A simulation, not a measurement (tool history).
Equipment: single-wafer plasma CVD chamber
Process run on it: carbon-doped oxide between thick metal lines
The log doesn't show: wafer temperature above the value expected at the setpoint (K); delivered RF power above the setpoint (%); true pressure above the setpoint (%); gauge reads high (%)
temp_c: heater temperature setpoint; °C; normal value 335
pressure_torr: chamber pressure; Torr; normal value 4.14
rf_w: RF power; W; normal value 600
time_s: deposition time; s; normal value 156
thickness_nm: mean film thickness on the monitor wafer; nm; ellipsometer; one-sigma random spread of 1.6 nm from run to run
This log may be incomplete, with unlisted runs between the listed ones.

run	hour	temp_c	pressure_torr	rf_w	time_s	wafers since the last listed run	hours since the last thermocouple change	hours since the last RF generator calibration	hours since the last manometer calibration	hours since the showerhead was replaced	hours since the gauge calibration	read-back reference wafer on the same gauge, thickness_nm	thickness_nm
1	0.0	342	4.14	600	131	0	2479.6	1671.9	1102.3	2420.8	987.6	687.945	695.400
2	12.6	335	3.48	600	180	134	2492.2	1684.5	1114.9	2433.4	1000.2	687.875	959.367
3	28.2	335	3.48	600	180	166	2507.8	1700.1	1130.5	2449.0	1015.8	688.009	959.902
4	52.4	331	4.14	600	156	259	2532.0	1724.3	1154.7	2473.2	1040.0	687.843	861.256
5	85.5	331	4.14	600	156	354	2565.1	1757.4	1187.8	2506.3	1073.1	688.010	858.275
6	111.4	335	4.14	600	156	277	2591.0	1783.3	1213.7	2532.2	1099.0	688.450	846.908
7	140.7	335	4.14	600	156	313	2620.3	1812.6	1243.0	2561.5	1128.3	688.029	844.748
# hour 163.4: RF generator calibrated
8	169.0	335	4.14	600	156	217	2648.6	5.6	1271.3	2589.8	1156.6	688.271	867.702
9	196.2	335	4.14	700	183	291	2675.8	32.8	1298.5	2617.0	1183.8	687.825	1145.847
10	210.8	335	3.58	600	156	156	2690.4	47.4	1313.1	2631.6	1198.4	688.071	856.856
# hour 220.2: gauge calibrated
11	225.7	328	4.14	600	156	159	2705.3	62.3	1328.0	2646.5	5.5	687.944	892.989
# hour 261.3: capacitance manometer re-zeroed and calibrated
12	261.8	331	4.66	510	143	300	2741.4	98.4	0.5	2682.6	41.6	687.954	718.195
13	297.5	340	4.14	690	156	382	2777.1	134.1	36.2	2718.3	77.3	687.699	950.942
# hour 320.7: showerhead replaced
14	324.5	335	4.14	600	156	203	2804.1	161.1	63.2	3.8	104.3	687.957	867.702
15	357.9	327	4.14	600	156	357	2837.5	194.5	96.6	37.2	137.7	687.962	900.189
# hour 414.1: thermocouple changed; heater temperature recalibrated
16	441.5	335	3.39	600	144	809	27.4	278.1	180.2	120.8	221.3	687.793	770.935
17	475.5	340	3.32	560	183	363	61.4	312.1	214.2	154.8	255.3	688.143	908.087
18	560.4	345	4.14	600	147	908	146.3	397.0	299.1	239.7	340.2	687.994	777.247
19	575.9	335	4.14	600	156	165	161.8	412.5	314.6	255.2	355.7	687.947	851.144
20	602.9	335	4.14	600	156	289	188.8	439.5	341.6	282.2	382.7	688.307	851.349
21	617.0	324	5.08	550	186	150	202.9	453.6	355.7	296.3	396.8	687.834	1010.484
22	630.0	335	4.14	600	156	139	215.9	466.6	368.7	309.3	409.8	688.187	851.341
23	647.1	349	4.71	555	140	183	233.0	483.7	385.8	326.4	426.9	688.095	697.191
24	672.4	335	4.14	600	130	270	258.3	509.0	411.1	351.7	452.2	687.897	711.929
25	708.1	335	4.14	600	156	382	294.0	544.7	446.8	387.4	487.9	687.554	848.690
26	736.8	335	4.14	600	156	307	322.7	573.4	475.5	416.1	516.6	687.987	853.618
27	749.3	340	3.45	700	156	133	335.2	585.9	488.0	428.6	529.1	687.781	928.700
28	771.0	325	4.45	485	169	232	356.9	607.6	509.7	450.3	550.8	687.844	804.966

Hidden condition of the tool, last listed run before each entry between runs versus first listed run after:
After run 7, before run 8: RF generator calibrated (hour 163.4)
  wafer temperature above the value expected at the setpoint (K): -5.42 -> -5.49; delivered RF power above the setpoint (%): -3.33 -> -0.113
  what was measured, less what the result would be without the hidden state, thickness_nm: -6.961 -> +15.742 nm
After run 10, before run 11: gauge calibrated (hour 220.2)
  wafer temperature above the value expected at the setpoint (K): -5.59 -> -5.62; delivered RF power above the setpoint (%): -0.115 -> -0.116
  what was measured, less what the result would be without the hidden state, thickness_nm: +15.839 -> +18.077 nm
After run 11, before run 12: capacitance manometer re-zeroed and calibrated (hour 261.3)
  wafer temperature above the value expected at the setpoint (K): -5.62 -> -5.71; delivered RF power above the setpoint (%): -0.116 -> -0.122
  what was measured, less what the result would be without the hidden state, thickness_nm: +18.077 -> +14.457 nm
After run 13, before run 14: showerhead replaced (hour 320.7)
  wafer temperature above the value expected at the setpoint (K): -5.79 -> -5.85; delivered RF power above the setpoint (%): -0.129 -> -0.137
  what was measured, less what the result would be without the hidden state, thickness_nm: +17.390 -> +16.737 nm
After run 15, before run 16: thermocouple changed; heater temperature recalibrated (hour 414.1)
  wafer temperature above the value expected at the setpoint (K): -5.93 -> 0.259; delivered RF power above the setpoint (%): -0.148 -> -0.184
  what was measured, less what the result would be without the hidden state, thickness_nm: +19.383 -> -1.816 nm
